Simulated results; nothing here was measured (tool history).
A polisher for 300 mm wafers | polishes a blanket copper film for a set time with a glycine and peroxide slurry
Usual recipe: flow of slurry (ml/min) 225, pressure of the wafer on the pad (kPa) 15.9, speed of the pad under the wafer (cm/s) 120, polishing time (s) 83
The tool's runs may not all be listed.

run,day,flow of slurry (ml/min),pressure of the wafer on the pad (kPa),speed of the pad under the wafer (cm/s),polishing time (s),"incoming thickness of the incoming film, nm",film removed (nm)
1,0,225,15.9,120,83,1752.9,342.4
2,0.271,225,15.9,132,83,1734.6,377.9
3,0.542,225,15.9,120,83,1745.1,348.6
4,1.125,225,15.9,120,83,1774.9,354.7
# day 1.446: worn pad replaced by a new one
5,1.467,225,15.9,120,83,1744.8,351.2
6,1.771,225,15.9,100,83,1754.1,305.4
7,2.329,225,15.9,100,83,1740.8,303
8,2.9,225,15.9,120,83,1766.9,348.6
9,3.475,225,15.9,120,83,1755.2,353
10,4,225,15.9,120,83,1764.9,347.1
11,4.296,225,15.9,120,83,1734.6,348.8
12,5.042,225,15.9,120,83,1737.6,349.9
13,5.396,225,15.9,120,104,1761.2,435.6
14,6.029,225,15.9,120,83,1768.3,349.7
15,6.454,225,15.9,120,83,1725.8,353.3
16,6.708,225,15.9,120,83,1770.2,350
17,7.279,225,15.9,130,83,1778.6,373.3
18,7.962,225,15.9,130,83,1749,365.2
19,8.283,225,15.9,120,73,1743.1,307.5
# day 8.55: head pressure recalibrated
20,8.958,280,15.9,120,83,1750.6,378.5
# day 9.433: worn pad replaced by a new one, of another model than before
21,9.688,285,13.1,120,83,1794.1,350.5
22,9.954,165,15.9,120,83,1753.6,346.4
23,10.458,225,15.9,120,83,1751.6,370.4
24,10.854,225,11.7,120,62,1739.5,246.4
# day 11.058: slurry nozzle cleaned
25,11.271,165,19.3,120,106,1784.6,480.4
26,11.879,225,15.9,120,83,1732.1,366.5
27,12.229,150,15.9,120,83,1775.1,332.9
28,12.85,255,13.1,120,83,1782,339.5
29,13.283,245,15.9,120,83,1790.9,372
30,13.996,225,15.9,120,83,1738,364
31,14.262,270,15.9,120,95,1744.4,416.7
32,14.583,225,15.9,120,83,1752.4,365.5
33,15.217,225,15.9,120,83,1779.1,365.3
34,15.562,155,15.9,132,106,1749.3,451.5
35,16.096,195,10.3,86,100,1784.5,315.4
36,16.758,190,15.9,90,83,1785.2,307.4
37,17.079,225,15.9,120,83,1769.9,366.3
38,17.642,225,15.9,120,83,1762,367.8

Some steps in film removed (nm), run to run, broken into two amounts with sign: the step expected even without the hidden condition (settings, incoming material, random variation), and the rest, left for the hidden condition together with whatever gauge scatter is not in both the measured and the hidden-condition-free result:
Hidden state present: removal rate lost through wear of the pad, %; slurry flow missing at the pad, %; deviation of the head's pressure from its setpoint, %.
Run 12 -> 13: polishing time (s) 83 -> 104. film removed (nm) +85.7: hidden state -6.7, all else +92.4.
Run 13 -> 14: polishing time (s) 104 -> 83. film removed (nm) -85.9: hidden state +6.3, all else -92.2.
Run 19 -> 20: flow of slurry (ml/min) 225 -> 280, polishing time (s) 73 -> 83, head pressure recalibrated. film removed (nm) +71: hidden state +22.6, all else +48.4.
Run 23 -> 24: pressure of the wafer on the pad (kPa) 15.9 -> 11.7, polishing time (s) 83 -> 62. film removed (nm) -124: hidden state +0.8, all else -124.8.
Run 24 -> 25: flow of slurry (ml/min) 225 -> 165, pressure of the wafer on the pad (kPa) 11.7 -> 19.3, polishing time (s) 62 -> 106, slurry nozzle cleaned. film removed (nm) +234: hidden state -3.6, all else +237.6.
Run 34 -> 35: flow of slurry (ml/min) 155 -> 195, pressure of the wafer on the pad (kPa) 15.9 -> 10.3, speed of the pad under the wafer (cm/s) 132 -> 86, polishing time (s) 106 -> 100. film removed (nm) -136.1: hidden state +4.3, all else -140.4.

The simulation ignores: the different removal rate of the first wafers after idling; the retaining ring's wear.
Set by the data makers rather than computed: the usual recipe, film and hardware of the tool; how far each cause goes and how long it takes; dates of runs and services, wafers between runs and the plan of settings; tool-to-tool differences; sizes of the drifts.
